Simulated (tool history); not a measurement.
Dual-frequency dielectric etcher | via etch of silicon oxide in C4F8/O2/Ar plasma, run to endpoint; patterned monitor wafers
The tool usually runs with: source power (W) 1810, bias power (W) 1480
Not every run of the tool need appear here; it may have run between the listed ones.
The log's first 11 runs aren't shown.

run,hour,source power (W),bias power (W),"incoming incoming film thickness, nm",endpoint time (s)
12,253.1,1810,1480,1244.5,277.0
13,274.8,2010,1746,1252.2,255.8
14,296.8,1810,1480,1263.0,281.4
15,324.9,1810,1480,1260.3,281.5
16,354.4,1810,1480,1260.7,281.0
17,373.3,1980,1480,1278.8,274.7
18,404.8,1810,1358,1268.7,287.9
19,437.1,1360,1112,1262.5,327.8
20,467.0,1810,1296,1273.7,291.9
21,491.4,1380,1688,1258.3,301.6
22,511.7,1810,1480,1265.9,282.3
# hour 531.9: source power generator calibrated
23,543.9,1810,1395,1270.3,285.1
24,566.9,1810,1339,1277.8,289.4
25,594.3,2140,1341,1266.6,266.2
# hour 619.0: upper electrode replaced
# hour 646.1: wet clean of the chamber
26,646.6,1570,1480,1264.7,297.8
27,663.7,1640,1232,1271.8,306.9
28,682.6,1810,1584,1279.2,281.4
# hour 706.8: bias power generator calibrated
29,707.3,1640,1178,1262.0,309.9
30,736.7,1810,1480,1256.7,280.4
31,768.3,1810,1480,1264.9,279.5
32,789.5,1810,1480,1282.2,288.5
33,820.5,2130,1480,1260.4,266.2
34,843.4,1460,1661,1274.9,302.4
35,875.7,1950,1709,1272.7,265.7
36,904.9,1610,1159,1270.5,311.6

Each row is a separate what-if for the run after 36, all from the same tool condition, not one after another. Results?
A,905.4,1580,1480,1274.6,?
B,905.4,1430,1574,1274.6,?
C,905.4,1410,1276,1274.6,?

run,endpoint time (s)
A,300.9
B,307.9
C,325.4
With no hidden state in the tool, these same runs would have given:
run,endpoint time (s)
A,300.9
B,307.9
C,325.4
